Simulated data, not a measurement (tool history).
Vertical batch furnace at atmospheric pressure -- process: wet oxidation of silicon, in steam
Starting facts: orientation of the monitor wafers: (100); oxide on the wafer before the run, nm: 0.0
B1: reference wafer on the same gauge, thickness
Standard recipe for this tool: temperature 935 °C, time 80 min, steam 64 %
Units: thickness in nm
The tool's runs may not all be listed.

{"run": 1, "hour": 0.0, "temperature": 927, "time": 95, "steam": 64, "B1": 270.2, "thickness": 257.62}
{"run": 2, "hour": 71.0, "temperature": 935, "time": 80, "steam": 64, "B1": 270.18, "thickness": 242.24}
{"run": 3, "hour": 126.4, "temperature": 935, "time": 80, "steam": 64, "B1": 270.14, "thickness": 243.2}
{"run": 4, "hour": 165.0, "temperature": 935, "time": 80, "steam": 64, "B1": 270.11, "thickness": 243.37}
{"run": 5, "hour": 235.6, "temperature": 935, "time": 80, "steam": 64, "B1": 270.2, "thickness": 243.6}
{"run": 6, "hour": 271.4, "temperature": 925, "time": 80, "steam": 64, "B1": 270.34, "thickness": 219.29}
{"run": 7, "hour": 325.1, "temperature": 935, "time": 80, "steam": 64, "B1": 269.85, "thickness": 244.4}
{"run": 8, "hour": 384.4, "temperature": 935, "time": 80, "steam": 64, "B1": 269.99, "thickness": 243.7}
{"run": 9, "hour": 437.5, "temperature": 935, "time": 80, "steam": 59, "B1": 270.31, "thickness": 228.11}
{"run": 10, "hour": 505.3, "temperature": 935, "time": 80, "steam": 59, "B1": 269.97, "thickness": 227.25}
{"run": 11, "hour": 575.7, "temperature": 935, "time": 80, "steam": 59, "B1": 270.02, "thickness": 228.62}
{"run": 12, "hour": 604.0, "temperature": 935, "time": 57, "steam": 64, "B1": 270.27, "thickness": 183.25}
{"run": 13, "hour": 661.9, "temperature": 935, "time": 57, "steam": 64, "B1": 270.32, "thickness": 185.24}
{"run": 14, "hour": 724.2, "temperature": 935, "time": 80, "steam": 64, "B1": 270.01, "thickness": 247.38}
{"run": 15, "hour": 791.2, "temperature": 935, "time": 80, "steam": 64, "B1": 269.84, "thickness": 245.36}
{"run": 16, "hour": 817.2, "temperature": 935, "time": 80, "steam": 64, "B1": 270.25, "thickness": 246.37}
{"run": 17, "hour": 906.6, "temperature": 935, "time": 80, "steam": 64, "B1": 269.51, "thickness": 246.71}
{"run": 18, "hour": 945.5, "temperature": 942, "time": 80, "steam": 64, "B1": 270.04, "thickness": 264.63}
{"run": 19, "hour": 992.7, "temperature": 911, "time": 80, "steam": 56, "B1": 270.17, "thickness": 169.55}
{"hour": 1029.1, "done": "thermocouples replaced and temperature profile calibrated"}
{"hour": 1056.7, "done": "steam generator serviced"}
{"run": 20, "hour": 1158.3, "temperature": 927, "time": 95, "steam": 64, "B1": 269.88, "thickness": 269.61}
{"run": 21, "hour": 1222.7, "temperature": 935, "time": 80, "steam": 64, "B1": 270.02, "thickness": 253.56}
{"run": 22, "hour": 1268.3, "temperature": 935, "time": 80, "steam": 72, "B1": 270.18, "thickness": 278.59}
{"hour": 1334.8, "done": "thermocouples replaced and temperature profile calibrated, repeated, since the last time left the tool worse"}
{"run": 23, "hour": 1335.3, "temperature": 911, "time": 109.5, "steam": 53, "B1": 269.83, "thickness": 203.8}
{"run": 24, "hour": 1379.1, "temperature": 935, "time": 91.5, "steam": 64, "B1": 269.91, "thickness": 266.42}
{"run": 25, "hour": 1405.1, "temperature": 935, "time": 80, "steam": 64, "B1": 270.09, "thickness": 237.79}
{"run": 26, "hour": 1436.9, "temperature": 935, "time": 80, "steam": 68, "B1": 269.8, "thickness": 249.12}
{"hour": 1455.5, "done": "gauge calibrated"}
{"run": 27, "hour": 1475.8, "temperature": 912, "time": 47, "steam": 53, "B1": 269.53, "thickness": 95.48}
{"run": 28, "hour": 1516.8, "temperature": 956, "time": 42.5, "steam": 55, "B1": 269.9, "thickness": 154.23}
{"run": 29, "hour": 1551.2, "temperature": 959, "time": 80, "steam": 64, "B1": 269.94, "thickness": 302.64}
{"run": 30, "hour": 1603.4, "temperature": 935, "time": 80, "steam": 64, "B1": 270.29, "thickness": 238.93}
{"run": 31, "hour": 1650.1, "temperature": 957, "time": 61, "steam": 75, "B1": 269.68, "thickness": 270.96}
{"run": 32, "hour": 1686.8, "temperature": 935, "time": 80, "steam": 59, "B1": 269.99, "thickness": 221.82}
{"run": 33, "hour": 1752.7, "temperature": 942, "time": 101.5, "steam": 53, "B1": 269.8, "thickness": 265.92}
{"run": 34, "hour": 1824.1, "temperature": 935, "time": 80, "steam": 64, "B1": 269.66, "thickness": 238.91}
{"run": 35, "hour": 1878.9, "temperature": 935, "time": 45.5, "steam": 64, "B1": 269.88, "thickness": 146}
{"run": 36, "hour": 1921.5, "temperature": 935, "time": 80, "steam": 64, "B1": 269.95, "thickness": 236.79}
{"run": 37, "hour": 1970.5, "temperature": 911, "time": 80, "steam": 55, "B1": 270.04, "thickness": 159.24}
{"run": 38, "hour": 2023.1, "temperature": 935, "time": 80, "steam": 54, "B1": 270.18, "thickness": 205.52}

4 options for the next run, each taken on its own from the tool as it stands now. Forecast them:
{"run": "A", "hour": 2028.0, "temperature": 912, "time": 80, "steam": 64, "B1": "?", "thickness": "?"}
{"run": "B", "hour": 2028.0, "temperature": 959, "time": 105, "steam": 60, "B1": "?", "thickness": "?"}
{"run": "C", "hour": 2028.0, "temperature": 946, "time": 104.5, "steam": 72, "B1": "?", "thickness": "?"}
{"run": "D", "hour": 2028.0, "temperature": 915, "time": 92.5, "steam": 58, "B1": "?", "thickness": "?"}

run=A B1=269.8 thickness=184.37
run=B B1=269.8 thickness=356.21
run=C B1=269.8 thickness=361.63
run=D B1=269.8 thickness=199.11
Stripped of hidden state, with their random variation kept, the same runs would have yielded:
run=A thickness=183.57
run=B thickness=355.06
run=C thickness=360.44
run=D thickness=198.29
